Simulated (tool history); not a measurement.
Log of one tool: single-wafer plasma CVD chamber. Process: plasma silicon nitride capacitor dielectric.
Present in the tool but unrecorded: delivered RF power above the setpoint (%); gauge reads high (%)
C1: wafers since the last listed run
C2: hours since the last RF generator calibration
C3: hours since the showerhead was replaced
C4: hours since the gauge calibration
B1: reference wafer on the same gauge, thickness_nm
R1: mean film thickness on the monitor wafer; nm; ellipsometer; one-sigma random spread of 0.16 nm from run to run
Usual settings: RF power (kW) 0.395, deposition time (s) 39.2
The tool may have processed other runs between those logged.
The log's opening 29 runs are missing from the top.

{"run": 30, "hour": 1759.4, "RF power (kW)": 0.425, "deposition time (s)": 39.2, "C1": 474, "C2": 704.4, "C3": 6325.8, "C4": 914.6, "B1": 45.363, "R1": 55.283}
{"run": 31, "hour": 1815.1, "RF power (kW)": 0.32, "deposition time (s)": 39.2, "C1": 965, "C2": 760.1, "C3": 6381.5, "C4": 970.3, "B1": 45.322, "R1": 49.44}
{"run": 32, "hour": 1885.9, "RF power (kW)": 0.465, "deposition time (s)": 39.2, "C1": 1226, "C2": 830.9, "C3": 6452.3, "C4": 1041.1, "B1": 45.32, "R1": 57.502}
{"hour": 1897.7, "done": "showerhead replaced"}
{"run": 33, "hour": 1931.5, "RF power (kW)": 0.395, "deposition time (s)": 39.2, "C1": 651, "C2": 876.5, "C3": 33.8, "C4": 1086.7, "B1": 45.311, "R1": 53.932}
{"run": 34, "hour": 1998.9, "RF power (kW)": 0.395, "deposition time (s)": 39.2, "C1": 1167, "C2": 943.9, "C3": 101.2, "C4": 1154.1, "B1": 45.308, "R1": 53.811}
{"run": 35, "hour": 2029.7, "RF power (kW)": 0.335, "deposition time (s)": 35.3, "C1": 533, "C2": 974.7, "C3": 132, "C4": 1184.9, "B1": 45.311, "R1": 45.429}
{"run": 36, "hour": 2084.8, "RF power (kW)": 0.355, "deposition time (s)": 32.1, "C1": 954, "C2": 1029.8, "C3": 187.1, "C4": 1240, "B1": 45.321, "R1": 42.343}
{"run": 37, "hour": 2140.1, "RF power (kW)": 0.455, "deposition time (s)": 35, "C1": 958, "C2": 1085.1, "C3": 242.4, "C4": 1295.3, "B1": 45.325, "R1": 50.881}
{"run": 38, "hour": 2183.0, "RF power (kW)": 0.43, "deposition time (s)": 32.5, "C1": 743, "C2": 1128, "C3": 285.3, "C4": 1338.2, "B1": 45.262, "R1": 46.203}
{"run": 39, "hour": 2250.5, "RF power (kW)": 0.455, "deposition time (s)": 34.4, "C1": 1169, "C2": 1195.5, "C3": 352.8, "C4": 1405.7, "B1": 45.296, "R1": 49.821}
{"run": 40, "hour": 2286.7, "RF power (kW)": 0.335, "deposition time (s)": 45.8, "C1": 627, "C2": 1231.7, "C3": 389, "C4": 1441.9, "B1": 45.317, "R1": 58.866}
{"run": 41, "hour": 2345.0, "RF power (kW)": 0.44, "deposition time (s)": 43.4, "C1": 1010, "C2": 1290, "C3": 447.3, "C4": 1500.2, "B1": 45.311, "R1": 62.037}
{"run": 42, "hour": 2407.2, "RF power (kW)": 0.47, "deposition time (s)": 32.7, "C1": 1077, "C2": 1352.2, "C3": 509.5, "C4": 1562.4, "B1": 45.276, "R1": 48.103}
{"run": 43, "hour": 2465.3, "RF power (kW)": 0.36, "deposition time (s)": 39.2, "C1": 1006, "C2": 1410.3, "C3": 567.6, "C4": 1620.5, "B1": 45.307, "R1": 52.212}

Alternative continuations, all from the tool just after run 43; predict every row:
{"run": "A", "hour": 2465.7, "RF power (kW)": 0.395, "deposition time (s)": 39.2, "C1": 6, "C2": 1410.7, "C3": 568, "C4": 1620.9, "B1": "?", "R1": "?"}
{"run": "B", "hour": 2465.7, "RF power (kW)": 0.345, "deposition time (s)": 36.5, "C1": 6, "C2": 1410.7, "C3": 568, "C4": 1620.9, "B1": "?", "R1": "?"}
{"run": "C", "hour": 2465.7, "RF power (kW)": 0.36, "deposition time (s)": 45.3, "C1": 6, "C2": 1410.7, "C3": 568, "C4": 1620.9, "B1": "?", "R1": "?"}
{"run": "D", "hour": 2465.7, "RF power (kW)": 0.375, "deposition time (s)": 34.6, "C1": 6, "C2": 1410.7, "C3": 568, "C4": 1620.9, "B1": "?", "R1": "?"}
{"run": "E", "hour": 2465.7, "RF power (kW)": 0.43, "deposition time (s)": 39.2, "C1": 6, "C2": 1410.7, "C3": 568, "C4": 1620.9, "B1": "?", "R1": "?"}

run=A B1=45.359 R1=54.072
run=B B1=45.359 R1=47.762
run=C B1=45.359 R1=60.283
run=D B1=45.359 R1=46.782
run=E B1=45.359 R1=55.834
With the hidden condition removed and each run's random variation left untouched, the same runs would have given:
run=A R1=54.072
run=B R1=47.762
run=C R1=60.283
run=D R1=46.782
run=E R1=55.834
